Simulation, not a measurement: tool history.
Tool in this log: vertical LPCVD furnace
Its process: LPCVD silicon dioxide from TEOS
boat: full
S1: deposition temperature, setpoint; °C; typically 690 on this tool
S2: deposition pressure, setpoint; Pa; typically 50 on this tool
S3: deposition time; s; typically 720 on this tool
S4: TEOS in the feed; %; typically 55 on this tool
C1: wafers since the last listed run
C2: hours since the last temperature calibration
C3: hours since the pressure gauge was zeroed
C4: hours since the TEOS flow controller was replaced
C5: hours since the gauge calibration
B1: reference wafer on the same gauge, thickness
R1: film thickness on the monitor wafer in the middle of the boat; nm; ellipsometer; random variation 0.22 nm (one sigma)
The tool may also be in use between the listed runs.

Run 1, day 0: usual settings; C1 0; C2 3668.5; C3 0.5; C4 185.3; C5 41.4; B1 65.61. Result: R1 79.96 nm.
Run 2, day 1.758: usual settings; C1 610; C2 3710.7; C3 42.7; C4 227.5; C5 83.6; B1 65.82. Result: R1 79.91 nm.
Run 3, day 4.254: usual settings; C1 865; C2 3770.6; C3 102.6; C4 287.4; C5 143.5; B1 65.67. Result: R1 80.03 nm.
Run 4, day 5.733: usual settings; C1 513; C2 3806.1; C3 138.1; C4 322.9; C5 179; B1 65.65. Result: R1 79.54 nm.
Run 5, day 7.175: usual settings but S1 686 °C; C1 500; C2 3840.7; C3 172.7; C4 357.5; C5 213.6; B1 65.69. Result: R1 72.51 nm.
Run 6, day 9.983: usual settings but S1 686 °C; C1 974; C2 3908.1; C3 240.1; C4 424.9; C5 281; B1 65.76. Result: R1 72.43 nm.
Run 7, day 16.875: usual settings but S1 686 °C; C1 2391; C2 4073.5; C3 405.5; C4 590.3; C5 446.4; B1 65.79. Result: R1 72.46 nm.
Run 8, day 18.875: usual settings but S1 683 °C, S2 56.7 Pa, S3 990 s; C1 693; C2 4121.5; C3 453.5; C4 638.3; C5 494.4; B1 65.81. Result: R1 99.27 nm.
At day 19.912: thermocouples replaced and temperature profile calibrated.
Run 9, day 21.512: usual settings but S1 685 °C, S2 59.3 Pa, S3 510 s, S4 46 %; C1 568; C2 38.4; C3 516.8; C4 701.6; C5 557.7; B1 65.64. Result: R1 48.93 nm.
Run 10, day 22.517: usual settings; C1 348; C2 62.5; C3 540.9; C4 725.7; C5 581.8; B1 65.72. Result: R1 78.35 nm.
Run 11, day 23.958: usual settings but S1 700 °C; C1 500; C2 97.1; C3 575.5; C4 760.3; C5 616.4; B1 65.67. Result: R1 98.18 nm.
Run 12, day 26.029: usual settings but S4 60 %; C1 718; C2 146.8; C3 625.2; C4 810; C5 666.1; B1 65.68. Result: R1 81.92 nm.
Run 13, day 28.183: usual settings; C1 747; C2 198.5; C3 676.9; C4 861.7; C5 717.8; B1 65.69. Result: R1 78.41 nm.
Run 14, day 30.229: usual settings; C1 709; C2 247.6; C3 726; C4 910.8; C5 766.9; B1 65.77. Result: R1 78.56 nm.
Run 15, day 31.471: usual settings but S1 679 °C, S2 61.3 Pa, S4 47 %; C1 430; C2 277.4; C3 755.8; C4 940.6; C5 796.7; B1 65.67. Result: R1 61.56 nm.
Run 16, day 32.738: usual settings but S1 681 °C; C1 439; C2 307.8; C3 786.2; C4 971; C5 827.1; B1 65.7. Result: R1 63.32 nm.
Run 17, day 35.162: usual settings; C1 841; C2 366; C3 844.4; C4 1029.2; C5 885.3; B1 65.67. Result: R1 78.86 nm.
Run 18, day 36.304: usual settings but S1 687 °C, S2 41.3 Pa, S3 450 s, S4 59 %; C1 396; C2 393.4; C3 871.8; C4 1056.6; C5 912.7; B1 65.78. Result: R1 43.02 nm.
Run 19, day 37.662: usual settings; C1 471; C2 426; C3 904.4; C4 1089.2; C5 945.3; B1 65.73. Result: R1 78.26 nm.
Run 20, day 39.35: usual settings but S2 44.7 Pa, S3 960 s; C1 585; C2 466.5; C3 944.9; C4 1129.7; C5 985.8; B1 65.68. Result: R1 99.45 nm.
Run 21, day 41.883: usual settings but S2 40 Pa; C1 878; C2 527.3; C3 1005.7; C4 1190.5; C5 1046.6; B1 65.75. Result: R1 70.26 nm.
Run 22, day 44.412: usual settings but S2 42.7 Pa; C1 877; C2 588; C3 1066.4; C4 1251.2; C5 1107.3; B1 65.63. Result: R1 72.38 nm.
Run 23, day 47.396: usual settings but S2 44.7 Pa, S3 870 s; C1 1035; C2 659.6; C3 1138; C4 1322.8; C5 1178.9; B1 65.73. Result: R1 89.53 nm.
Run 24, day 49.238: usual settings but S2 39.3 Pa, S4 66 %; C1 638; C2 703.8; C3 1182.2; C4 1367; C5 1223.1; B1 65.67. Result: R1 76.75 nm.
Run 25, day 57.1: usual settings; C1 2727; C2 892.5; C3 1370.9; C4 1555.7; C5 1411.8; B1 65.69. Result: R1 79.41 nm.
Run 26, day 58.271: usual settings but S1 682 °C, S2 38.7 Pa, S3 600 s; C1 406; C2 920.6; C3 1399; C4 1583.8; C5 1439.9; B1 65.72. Result: R1 48.29 nm.
Run 27, day 59.483: usual settings; C1 420; C2 949.7; C3 1428.1; C4 1612.9; C5 1469; B1 65.7. Result: R1 79.28 nm.
Run 28, day 61.842: usual settings; C1 818; C2 1006.3; C3 1484.7; C4 1669.5; C5 1525.6; B1 65.71. Result: R1 79.33 nm.
At day 64.838: pressure gauge zeroed.
Run 29, day 64.858: usual settings but S3 540 s; C1 699; C2 1078.7; C3 0.5; C4 1741.9; C5 1598; B1 65.74. Result: R1 58.58 nm.
Run 30, day 66.688: usual settings; C1 634; C2 1122.6; C3 44.4; C4 1785.8; C5 1641.9; B1 65.71. Result: R1 78.04 nm.

Per-run results on a tool with no hidden state, each run keeping its own random variation:
Hidden state at play: true tube temperature minus thermocouple reading, K; true pressure minus gauge reading, mTorr; deviation of the TEOS flow from its setpoint, %; gauge reads high (%).
run     R1
  1  77.93
  2  77.84
  3   77.9
  4  77.38
  5  70.48
  6  70.32
  7  70.13
  8  96.03
  9  48.61
 10  77.77
 11  97.42
 12  81.25
 13  77.71
 14  77.82
 15  61.04
 16  62.67
 17     78
 18  42.45
 19  77.33
 20  98.09
 21  69.12
 22  71.17
 23  87.96
 24  75.17
 25  77.73
 26  46.99
 27   77.5
 28  77.43
 29   58.2
 30  77.52

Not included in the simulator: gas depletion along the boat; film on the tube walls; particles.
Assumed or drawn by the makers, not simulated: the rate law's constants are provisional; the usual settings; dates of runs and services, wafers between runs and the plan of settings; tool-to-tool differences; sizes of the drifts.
